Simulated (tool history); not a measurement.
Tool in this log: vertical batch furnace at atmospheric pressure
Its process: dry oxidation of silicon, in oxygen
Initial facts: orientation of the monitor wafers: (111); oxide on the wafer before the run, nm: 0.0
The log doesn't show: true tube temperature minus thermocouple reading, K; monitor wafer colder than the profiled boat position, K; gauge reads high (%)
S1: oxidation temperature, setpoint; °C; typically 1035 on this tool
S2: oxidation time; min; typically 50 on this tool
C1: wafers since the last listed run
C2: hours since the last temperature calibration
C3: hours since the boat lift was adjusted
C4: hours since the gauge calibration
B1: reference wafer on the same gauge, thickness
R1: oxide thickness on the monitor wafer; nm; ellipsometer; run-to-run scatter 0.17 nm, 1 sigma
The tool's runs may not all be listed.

run      day    S1    S2    C1      C2      C3      C4     B1      R1
  1        0  1035    50     0    3269  1313.2   489.6  68.79   76.92
  2    4.346  1035    50  1186  3373.3  1417.5   593.9  68.78   76.99
  3    6.292  1035    50   531    3420  1464.2   640.6  68.79   76.61
  4    7.971  1035  31.5   458  3460.3  1504.5   680.9  68.78   56.83
  5   12.604  1035    50  1264  3571.5  1615.7   792.1  68.82   76.51
  6   15.454  1035    50   777  3639.9  1684.1   860.5  68.78   76.75
  7   17.933  1035  57.5   676  3699.4  1743.6     920   68.8   84.04
      20.571  -- thermocouples replaced and temperature profile calibrated
  8   22.129  1035  57.5   872    37.4  1844.3  1020.7  68.81   81.88
  9   24.983  1035  57.5   778   105.9  1912.8  1089.2  68.77   82.29
 10   28.192  1035    50   875   182.9  1989.8  1166.2  68.82   75.32
 11   30.546  1035    50   642   239.4  2046.3  1222.7   68.8   75.38
 12   34.692  1035    55  1131   338.9  2145.8  1322.2  68.77   80.38
 13   36.696  1030    50   546     387  2193.9  1370.3   68.8   73.35
 14   38.629  1022    50   527   433.4  2240.3  1416.7  68.82   69.23
 15   40.779  1052  30.5   586     485  2291.9  1468.3  68.82   60.97
      44.862  -- boat lift adjusted
 16   44.883  1035    30   847   583.5     0.5  1566.8  68.79   55.68
 17    47.25  1035    50   645   640.3    57.3  1623.6  68.84   77.27
 18   49.512  1035    50   617   694.6   111.6  1677.9   68.8   77.25
 19   51.996  1015    50   677   754.2   171.2  1737.5  68.81   67.74
 20   54.046  1035  63.5   559   803.4   220.4  1786.7  68.79   89.64
 21   55.879  1021    50   500   847.4   264.4  1830.7   68.8   70.44
 22   58.783  1035    50   792   917.1   334.1  1900.4  68.77   76.87
 23   61.092  1035    50   630   972.5   389.5  1955.8  68.79   76.99
      66.921  -- gauge calibrated
 24   68.575  1035  33.5  2042  1152.1   569.1    39.7  68.85   59.41
 25   71.308  1024    50   745  1217.7   634.7   105.3  68.76   71.82
 26   74.729  1035    50   933  1299.8   716.8   187.4  68.83   77.22
 27   76.896  1035  28.5   591  1351.8   768.8   239.4   68.8   53.17
 28   80.408  1044    35   958  1436.1   853.1   323.7   68.8   64.24
 29   82.642  1019  25.5   609  1489.7   906.7   377.3  68.78   44.28
 30   84.796  1035    67   587  1541.4   958.4     429  68.82   92.41
 31   89.229  1035    50  1209  1647.8  1064.8   535.4  68.75   76.81
 32   91.358  1048    50   581  1698.9  1115.9   586.5  68.78   82.68
 33   95.521  1035  36.5  1136  1798.8  1215.8   686.4  68.84   62.24
 34   97.096  1060    50   429  1836.6  1253.6   724.2  68.79   89.14
 35   99.288  1050  66.5   598  1889.2  1306.2   776.8  68.81  100.73
 36    102.8  1046    65   958  1973.5  1390.5   861.1  68.81   96.54
 37  106.575  1014  38.5  1030  2064.1  1481.1   951.7  68.85    56.1
 38  110.038  1052  60.5   945  2147.2  1564.2  1034.8  68.84   96.24

Alternative continuations, all from the tool just after run 38; predict every row:
  A  110.233  1045    50  53  2151.9  1568.9  1039.5   ?   ?
  B  110.233  1050  38.5  53  2151.9  1568.9  1039.5   ?   ?
  C  110.233  1020    50  53  2151.9  1568.9  1039.5   ?   ?
  D  110.233  1014    25  53  2151.9  1568.9  1039.5   ?   ?
  E  110.233  1026  60.5  53  2151.9  1568.9  1039.5   ?   ?

run     B1     R1
  A  68.83  81.25
  B  68.83  70.75
  C  68.83  69.53
  D  68.83  42.17
  E  68.83  81.86
Without the tool's unlogged condition, the same runs would have read:
run     R1
  A  80.96
  B  70.49
  C  69.24
  D  41.96
  E  81.54
